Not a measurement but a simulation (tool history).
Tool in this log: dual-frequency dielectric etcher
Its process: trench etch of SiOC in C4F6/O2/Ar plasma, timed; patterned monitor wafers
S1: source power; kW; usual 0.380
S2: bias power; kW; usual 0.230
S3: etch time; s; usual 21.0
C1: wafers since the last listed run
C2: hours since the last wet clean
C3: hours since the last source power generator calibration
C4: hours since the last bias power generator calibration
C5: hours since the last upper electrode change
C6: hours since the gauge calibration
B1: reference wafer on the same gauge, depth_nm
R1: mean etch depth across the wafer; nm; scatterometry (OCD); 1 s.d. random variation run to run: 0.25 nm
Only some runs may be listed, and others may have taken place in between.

run 1 hour=0.0 | S1=0.380 S2=0.230 S3=21.0 | C1=0 C2=28.3 C3=3750.6 C4=1636.2 C5=4657.1 C6=188.4 | B1=37.56 | R1=45.86
run 2 hour=51.0 | S1=0.380 S2=0.230 S3=21.0 | C1=720 C2=79.3 C3=3801.6 C4=1687.2 C5=4708.1 C6=239.4 | B1=37.61 | R1=45.88
run 3 hour=76.1 | S1=0.380 S2=0.230 S3=21.0 | C1=354 C2=104.4 C3=3826.7 C4=1712.3 C5=4733.2 C6=264.5 | B1=37.43 | R1=45.92
run 4 hour=118.8 | S1=0.380 S2=0.230 S3=21.0 | C1=603 C2=147.1 C3=3869.4 C4=1755.0 C5=4775.9 C6=307.2 | B1=37.51 | R1=45.66
run 5 hour=152.6 | S1=0.320 S2=0.230 S3=21.0 | C1=477 C2=180.9 C3=3903.2 C4=1788.8 C5=4809.7 C6=341.0 | B1=37.47 | R1=44.19
run 6 hour=197.1 | S1=0.380 S2=0.230 S3=21.0 | C1=628 C2=225.4 C3=3947.7 C4=1833.3 C5=4854.2 C6=385.5 | B1=37.52 | R1=47.11
run 7 hour=266.2 | S1=0.380 S2=0.230 S3=21.0 | C1=976 C2=294.5 C3=4016.8 C4=1902.4 C5=4923.3 C6=454.6 | B1=37.52 | R1=46.58
run 8 hour=333.6 | S1=0.440 S2=0.191 S3=21.0 | C1=952 C2=361.9 C3=4084.2 C4=1969.8 C5=4990.7 C6=522.0 | B1=37.60 | R1=45.70
-- hour=364.1 upper electrode replaced
-- hour=370.9 source power generator calibrated
-- hour=420.8 bias power generator calibrated
-- hour=443.4 wet clean of the chamber
run 9 hour=462.3 | S1=0.440 S2=0.191 S3=21.0 | C1=1046 C2=18.9 C3=91.4 C4=41.5 C5=98.2 C6=650.7 | B1=37.55 | R1=44.70
run 10 hour=487.7 | S1=0.380 S2=0.230 S3=21.0 | C1=358 C2=44.3 C3=116.8 C4=66.9 C5=123.6 C6=676.1 | B1=37.47 | R1=45.96
run 11 hour=548.1 | S1=0.470 S2=0.230 S3=21.0 | C1=853 C2=104.7 C3=177.2 C4=127.3 C5=184.0 C6=736.5 | B1=37.48 | R1=49.12
run 12 hour=615.2 | S1=0.340 S2=0.281 S3=25.5 | C1=947 C2=171.8 C3=244.3 C4=194.4 C5=251.1 C6=803.6 | B1=37.62 | R1=59.44
run 13 hour=660.2 | S1=0.320 S2=0.286 S3=25.0 | C1=635 C2=216.8 C3=289.3 C4=239.4 C5=296.1 C6=848.6 | B1=37.51 | R1=57.71
run 14 hour=715.6 | S1=0.350 S2=0.274 S3=21.0 | C1=782 C2=272.2 C3=344.7 C4=294.8 C5=351.5 C6=904.0 | B1=37.53 | R1=49.27
-- hour=762.5 gauge calibrated
run 15 hour=781.6 | S1=0.480 S2=0.249 S3=25.5 | C1=932 C2=338.2 C3=410.7 C4=360.8 C5=417.5 C6=19.1 | B1=37.48 | R1=63.77
run 16 hour=853.2 | S1=0.380 S2=0.230 S3=21.0 | C1=1011 C2=409.8 C3=482.3 C4=432.4 C5=489.1 C6=90.7 | B1=37.56 | R1=47.60
run 17 hour=923.4 | S1=0.380 S2=0.230 S3=21.0 | C1=991 C2=480.0 C3=552.5 C4=502.6 C5=559.3 C6=160.9 | B1=37.38 | R1=47.34
run 18 hour=975.7 | S1=0.340 S2=0.203 S3=21.0 | C1=738 C2=532.3 C3=604.8 C4=554.9 C5=611.6 C6=213.2 | B1=37.48 | R1=43.79

Run-by-run hidden state of the tool:
source power that arrives over what is set, %: 0 in every run
bias power that arrives over what is set, %: 0 in every run
gauge reads high (%): 0 in every run
H1: etch rate over this chamber's usual, %
run=1 H1=-0.0389
run=2 H1=0.486
run=3 H1=0.745
run=4 H1=1.18
run=5 H1=1.53
run=6 H1=1.99
run=7 H1=2.7
run=8 H1=3.4
run=9 H1=0.538
run=10 H1=0.799
run=11 H1=1.42
run=12 H1=2.11
run=13 H1=2.58
run=14 H1=3.15
run=15 H1=3.83
run=16 H1=4.56
run=17 H1=5.29
run=18 H1=5.82
